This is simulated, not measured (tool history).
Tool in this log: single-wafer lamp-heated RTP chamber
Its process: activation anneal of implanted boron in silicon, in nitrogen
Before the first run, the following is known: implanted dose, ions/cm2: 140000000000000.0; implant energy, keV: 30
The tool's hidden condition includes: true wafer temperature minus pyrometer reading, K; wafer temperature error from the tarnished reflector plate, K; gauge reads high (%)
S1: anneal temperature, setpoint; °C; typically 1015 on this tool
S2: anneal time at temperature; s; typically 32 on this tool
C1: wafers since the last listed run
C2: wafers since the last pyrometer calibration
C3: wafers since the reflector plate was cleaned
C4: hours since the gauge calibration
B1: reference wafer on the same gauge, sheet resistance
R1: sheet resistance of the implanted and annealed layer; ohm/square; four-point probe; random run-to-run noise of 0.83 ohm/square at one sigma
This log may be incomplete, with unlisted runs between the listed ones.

Run 1, day 0.000: usual settings; C1 0; C2 2538; C3 1730; C4 456.6; B1 475.91. Result: R1 560.14 ohm/square.
Run 2, day 0.700: usual settings; C1 263; C2 2801; C3 1993; C4 473.4; B1 475.76. Result: R1 558.70 ohm/square.
Run 3, day 1.421: usual settings; C1 270; C2 3072; C3 2264; C4 490.7; B1 475.95. Result: R1 559.16 ohm/square.
At day 2.479: pyrometer window cleaned and pyrometer calibrated.
Run 4, day 2.500: usual settings; C1 280; C2 7; C3 2544; C4 516.6; B1 475.90. Result: R1 561.62 ohm/square.
Run 5, day 3.662: usual settings; C1 437; C2 444; C3 2981; C4 544.5; B1 476.05. Result: R1 561.16 ohm/square.
At day 5.954: gauge calibrated.
Run 6, day 7.546: usual settings; C1 1459; C2 1904; C3 4441; C4 38.2; B1 470.15. Result: R1 552.64 ohm/square.
Run 7, day 8.562: usual settings; C1 382; C2 2286; C3 4823; C4 62.6; B1 470.68. Result: R1 553.44 ohm/square.
Run 8, day 9.842: usual settings but S1 991 °C; C1 480; C2 2767; C3 5304; C4 93.3; B1 471.33. Result: R1 556.88 ohm/square.
Run 9, day 11.338: usual settings but S2 41 s; C1 562; C2 3329; C3 5867; C4 129.2; B1 472.28. Result: R1 556.34 ohm/square.
At day 12.479: pyrometer window cleaned and pyrometer calibrated.
Run 10, day 12.583: usual settings but S2 41 s; C1 343; C2 39; C3 6210; C4 159.1; B1 472.76. Result: R1 555.89 ohm/square.
Run 11, day 13.375: usual settings; C1 297; C2 336; C3 6507; C4 178.1; B1 472.90. Result: R1 556.32 ohm/square.
Run 12, day 14.708: usual settings; C1 501; C2 838; C3 7008; C4 210.1; B1 473.30. Result: R1 558.02 ohm/square.
Run 13, day 15.479: usual settings but S1 993 °C, S2 41 s; C1 289; C2 1127; C3 7298; C4 228.6; B1 473.63. Result: R1 556.65 ohm/square.
At day 16.617: reflector plate cleaned.
Run 14, day 16.638: usual settings but S1 993 °C, S2 41 s; C1 310; C2 1438; C3 7; C4 256.4; B1 473.87. Result: R1 557.92 ohm/square.
Run 15, day 17.096: usual settings but S1 993 °C, S2 41 s; C1 172; C2 1610; C3 179; C4 267.4; B1 473.92. Result: R1 558.08 ohm/square.
Run 16, day 17.896: usual settings; C1 300; C2 1911; C3 480; C4 286.6; B1 474.16. Result: R1 558.17 ohm/square.
Run 17, day 18.483: usual settings; C1 220; C2 2131; C3 701; C4 300.7; B1 474.22. Result: R1 557.55 ohm/square.
Run 18, day 19.325: usual settings but S1 1044 °C, S2 16 s; C1 316; C2 2448; C3 1017; C4 320.9; B1 474.38. Result: R1 560.07 ohm/square.
Run 19, day 21.992: usual settings; C1 1002; C2 3450; C3 2020; C4 384.9; B1 474.86. Result: R1 560.08 ohm/square.
At day 22.496: pyrometer window cleaned and pyrometer calibrated.
Run 20, day 22.721: usual settings but S1 1006 °C, S2 16 s; C1 148; C2 85; C3 2168; C4 402.4; B1 474.95. Result: R1 561.95 ohm/square.
Run 21, day 23.367: usual settings but S1 992 °C, S2 27 s; C1 242; C2 327; C3 2411; C4 417.9; B1 474.98. Result: R1 559.61 ohm/square.
Run 22, day 24.654: usual settings but S1 1023 °C, S2 26 s; C1 483; C2 811; C3 2895; C4 448.8; B1 475.13. Result: R1 560.22 ohm/square.
Run 23, day 25.700: usual settings; C1 393; C2 1205; C3 3288; C4 473.9; B1 475.16. Result: R1 560.15 ohm/square.
Run 24, day 26.454: usual settings but S2 38 s; C1 283; C2 1488; C3 3572; C4 492.0; B1 475.21. Result: R1 559.65 ohm/square.
Run 25, day 27.654: usual settings but S2 41 s; C1 451; C2 1939; C3 4023; C4 520.8; B1 475.40. Result: R1 559.40 ohm/square.
Run 26, day 28.788: usual settings; C1 426; C2 2365; C3 4449; C4 548.0; B1 475.60. Result: R1 560.27 ohm/square.
Run 27, day 29.383: usual settings but S1 990 °C, S2 38 s; C1 223; C2 2589; C3 4673; C4 562.3; B1 475.22. Result: R1 560.10 ohm/square.
Run 28, day 30.833: usual settings but S1 986 °C; C1 545; C2 3134; C3 5218; C4 597.1; B1 475.37. Result: R1 560.03 ohm/square.
At day 31.400: gauge calibrated.
Run 29, day 31.438: usual settings but S2 39 s; C1 227; C2 3361; C3 5445; C4 0.9; B1 467.63. Result: R1 549.54 ohm/square.
At day 32.550: pyrometer window cleaned and pyrometer calibrated.
Run 30, day 32.571: usual settings but S1 1027 °C, S2 19 s; C1 300; C2 7; C3 5746; C4 28.1; B1 468.58. Result: R1 553.11 ohm/square.
Run 31, day 33.217: usual settings but S1 999 °C, S2 38 s; C1 242; C2 250; C3 5989; C4 43.6; B1 468.80. Result: R1 551.44 ohm/square.
Run 32, day 34.688: usual settings but S2 17 s; C1 552; C2 803; C3 6542; C4 78.9; B1 469.66. Result: R1 554.79 ohm/square.
Run 33, day 38.312: usual settings; C1 1362; C2 2166; C3 7904; C4 165.9; B1 471.41. Result: R1 554.52 ohm/square.
Run 34, day 38.879: usual settings but S1 994 °C, S2 25 s; C1 213; C2 2379; C3 8117; C4 179.5; B1 471.70. Result: R1 556.50 ohm/square.
At day 39.721: reflector plate cleaned.
Run 35, day 39.742: usual settings but S1 993 °C, S2 43 s; C1 198; C2 2577; C3 8; C4 200.2; B1 471.86. Result: R1 555.01 ohm/square.

For some of the steps in R1 from one run to the next: how much would appear even if the tool had no hidden state, given the settings, what came in and random variation, and how much remains for the hidden state plus any gauge scatter that the measured result and the result without hidden state don't share?
Run 5 -> 6: gauge calibrated. R1 -8.52 ohm/square: hidden state -6.96, all else -1.56.
Run 28 -> 29: S1 986 -> 1015, S2 32 -> 39, gauge calibrated. R1 -10.49 ohm/square: hidden state -9.30, all else -1.19.
Run 29 -> 30: S1 1015 -> 1027, S2 39 -> 19, pyrometer window cleaned and pyrometer calibrated. R1 +3.57 ohm/square: hidden state +0.98, all else +2.59.
Run 32 -> 33: S2 17 -> 32. R1 -0.27 ohm/square: hidden state +1.89, all else -2.16.
